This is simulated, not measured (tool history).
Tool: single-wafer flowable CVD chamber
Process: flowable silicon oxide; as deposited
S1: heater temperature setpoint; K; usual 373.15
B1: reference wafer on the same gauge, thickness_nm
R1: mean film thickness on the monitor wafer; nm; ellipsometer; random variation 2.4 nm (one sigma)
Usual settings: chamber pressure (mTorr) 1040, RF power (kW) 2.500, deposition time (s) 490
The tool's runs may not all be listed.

Run 1, hour 0.0: usual settings; B1 479.767. Result: R1 520.227 nm.
Run 2, hour 71.6: usual settings; B1 479.453. Result: R1 511.605 nm.
Run 3, hour 116.3: usual settings; B1 479.041. Result: R1 519.993 nm.
Run 4, hour 216.7: usual settings but S1 379.15 K; B1 478.448. Result: R1 410.064 nm.
Run 5, hour 297.8: usual settings but S1 379.15 K; B1 477.491. Result: R1 407.153 nm.
Run 6, hour 354.2: usual settings but S1 379.15 K; B1 479.426. Result: R1 405.873 nm.
Run 7, hour 542.3: usual settings but S1 377.15 K; B1 479.004. Result: R1 437.025 nm.
At hour 591.3: thermocouple changed; heater temperature recalibrated.
Run 8, hour 812.2: usual settings; B1 479.454. Result: R1 475.312 nm.
Run 9, hour 857.3: usual settings; B1 479.194. Result: R1 473.034 nm.
At hour 886.6: capacitance manometer re-zeroed and calibrated.
Run 10, hour 915.6: usual settings but chamber pressure (mTorr) 800, RF power (kW) 2.915, deposition time (s) 587; B1 479.485. Result: R1 472.443 nm.
At hour 944.6: showerhead replaced.
Run 11, hour 956.6: usual settings; B1 479.708. Result: R1 506.444 nm.
Run 12, hour 1045.8: usual settings but S1 388.15 K, chamber pressure (mTorr) 1190, RF power (kW) 2.995, deposition time (s) 533; B1 479.244. Result: R1 364.471 nm.
Run 13, hour 1086.4: usual settings but S1 368.15 K, deposition time (s) 398; B1 478.928. Result: R1 498.525 nm.
Run 14, hour 1175.7: usual settings but deposition time (s) 454; B1 479.012. Result: R1 477.532 nm.
Run 15, hour 1232.7: usual settings but RF power (kW) 2.880, deposition time (s) 581; B1 479.934. Result: R1 615.155 nm.
Run 16, hour 1302.7: usual settings but S1 380.15 K, chamber pressure (mTorr) 1220, RF power (kW) 2.865, deposition time (s) 412; B1 479.448. Result: R1 390.334 nm.
Run 17, hour 1384.0: usual settings but chamber pressure (mTorr) 1220; B1 479.800. Result: R1 598.247 nm.
At hour 1402.4: gauge calibrated.
Run 18, hour 1471.4: usual settings but chamber pressure (mTorr) 870, deposition time (s) 395; B1 479.257. Result: R1 346.358 nm.
At hour 1527.0: RF generator calibrated.
Run 19, hour 1536.5: usual settings but chamber pressure (mTorr) 1140, RF power (kW) 2.195, deposition time (s) 556; B1 478.843. Result: R1 633.194 nm.
Run 20, hour 1641.5: usual settings but S1 367.15 K, chamber pressure (mTorr) 880, RF power (kW) 2.145, deposition time (s) 584; B1 478.134. Result: R1 637.994 nm.
Run 21, hour 1820.0: usual settings; B1 480.216. Result: R1 517.233 nm.
Run 22, hour 1886.2: usual settings but S1 383.15 K, chamber pressure (mTorr) 900, RF power (kW) 2.915; B1 478.393. Result: R1 308.868 nm.
Run 23, hour 1983.8: usual settings but S1 386.15 K, chamber pressure (mTorr) 920; B1 478.776. Result: R1 277.243 nm.
Run 24, hour 2027.1: usual settings but S1 382.15 K, chamber pressure (mTorr) 860, RF power (kW) 2.785, deposition time (s) 453; B1 478.784. Result: R1 281.130 nm.
Run 25, hour 2147.8: usual settings but S1 387.15 K, chamber pressure (mTorr) 880, RF power (kW) 2.160, deposition time (s) 448; B1 478.968. Result: R1 231.991 nm.
Run 26, hour 2240.9: usual settings; B1 479.178. Result: R1 513.944 nm.
Run 27, hour 2282.8: usual settings but chamber pressure (mTorr) 900, RF power (kW) 2.225; B1 479.410. Result: R1 438.859 nm.

5 ways to go on from here, each from the tool as it stands after run 27. What would each give?
Run A, hour 2283.3: usual settings but deposition time (s) 545; B1 ?. Result: R1 ?.
Run B, hour 2283.3: usual settings but chamber pressure (mTorr) 1210, RF power (kW) 2.985; B1 ?. Result: R1 ?.
Run C, hour 2283.3: usual settings but chamber pressure (mTorr) 890, RF power (kW) 2.670; B1 ?. Result: R1 ?.
Run D, hour 2283.3: usual settings but chamber pressure (mTorr) 1230, RF power (kW) 2.185; B1 ?. Result: R1 ?.
Run E, hour 2283.3: usual settings but S1 382.15 K; B1 ?. Result: R1 ?.

run       B1       R1
  A  478.382  569.094
  B  478.382  602.421
  C  478.382  438.753
  D  478.382  593.415
  E  478.382  363.679
Without the tool's hidden state the same runs would have given:
run       R1
  A  547.098
  B  578.187
  C  421.794
  D  569.543
  E  349.611

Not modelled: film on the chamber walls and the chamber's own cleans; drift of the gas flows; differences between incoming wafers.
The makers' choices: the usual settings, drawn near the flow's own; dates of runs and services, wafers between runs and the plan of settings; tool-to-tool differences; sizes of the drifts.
